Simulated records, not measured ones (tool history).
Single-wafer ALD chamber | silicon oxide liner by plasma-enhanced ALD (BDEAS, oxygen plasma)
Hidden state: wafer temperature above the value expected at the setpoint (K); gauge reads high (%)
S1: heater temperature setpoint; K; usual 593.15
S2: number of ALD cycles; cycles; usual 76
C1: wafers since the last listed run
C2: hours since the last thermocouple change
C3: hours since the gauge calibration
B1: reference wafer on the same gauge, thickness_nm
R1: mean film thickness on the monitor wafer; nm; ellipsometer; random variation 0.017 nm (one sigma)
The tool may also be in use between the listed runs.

run   hour      S1  S2   C1     C2     C3     B1     R1
  1    0.0  593.15  76    0  594.8   71.3  5.734  6.671
  2    6.4  593.15  76   40  601.2   77.7  5.734  6.683
  3   15.1  593.15  76   54  609.9   86.4  5.732  6.695
  4   46.6  603.15  66  197  641.4  117.9  5.717  5.697
  5   64.3  603.15  66  110  659.1  135.6  5.718  5.710
  6   70.5  603.15  66   38  665.3  141.8  5.714  5.698
  7   82.9  593.15  76   77  677.7  154.2  5.707  6.635
  8   89.6  593.15  76   41  684.4  160.9  5.710  6.675
  9  102.0  593.15  76   77  696.8  173.3  5.706  6.642
 10  115.6  593.15  82   85  710.4  186.9  5.703  7.157
 11  121.9  593.15  82   39  716.7  193.2  5.703  7.196
 12  133.2  593.15  82   70  728.0  204.5  5.704  7.192
 13  145.3  593.15  76   75  740.1  216.6  5.699  6.652
 14  180.1  593.15  76  217  774.9  251.4  5.698  6.633
 15  191.3  593.15  76   70  786.1  262.6  5.693  6.646
 16  202.0  593.15  76   67  796.8  273.3  5.693  6.613
 17  217.4  593.15  76   96  812.2  288.7  5.693  6.631
 18  234.1  593.15  76  104  828.9  305.4  5.690  6.643
 19  240.7  593.15  76   41  835.5  312.0  5.691  6.637
 20  249.6  582.15  63   55  844.4  320.9  5.694  5.608
 21  255.6  588.15  88   37  850.4  326.9  5.693  7.735
 22  271.0  579.15  61   96  865.8  342.3  5.692  5.460
     273.2  -- gauge calibrated
 23  289.6  587.15  87  116  884.4   16.4  5.779  7.767
 24  296.2  593.15  76   41  891.0   23.0  5.771  6.704
 25  309.6  603.15  89   83  904.4   36.4  5.765  7.764
     330.5  -- thermocouple changed; heater temperature recalibrated
 26  331.0  603.15  63   83    0.5   57.8  5.757  5.493
 27  340.5  600.15  80   59   10.0   67.3  5.750  6.952

Run 28 comes next. What will it give?
 28  350.1  600.15  63  60  19.6  76.9   ?   ?

{"run 28": {"B1": 5.747, "R1": 5.501}}
Without the tool's hidden state the same run would have given R1 5.534 nm.

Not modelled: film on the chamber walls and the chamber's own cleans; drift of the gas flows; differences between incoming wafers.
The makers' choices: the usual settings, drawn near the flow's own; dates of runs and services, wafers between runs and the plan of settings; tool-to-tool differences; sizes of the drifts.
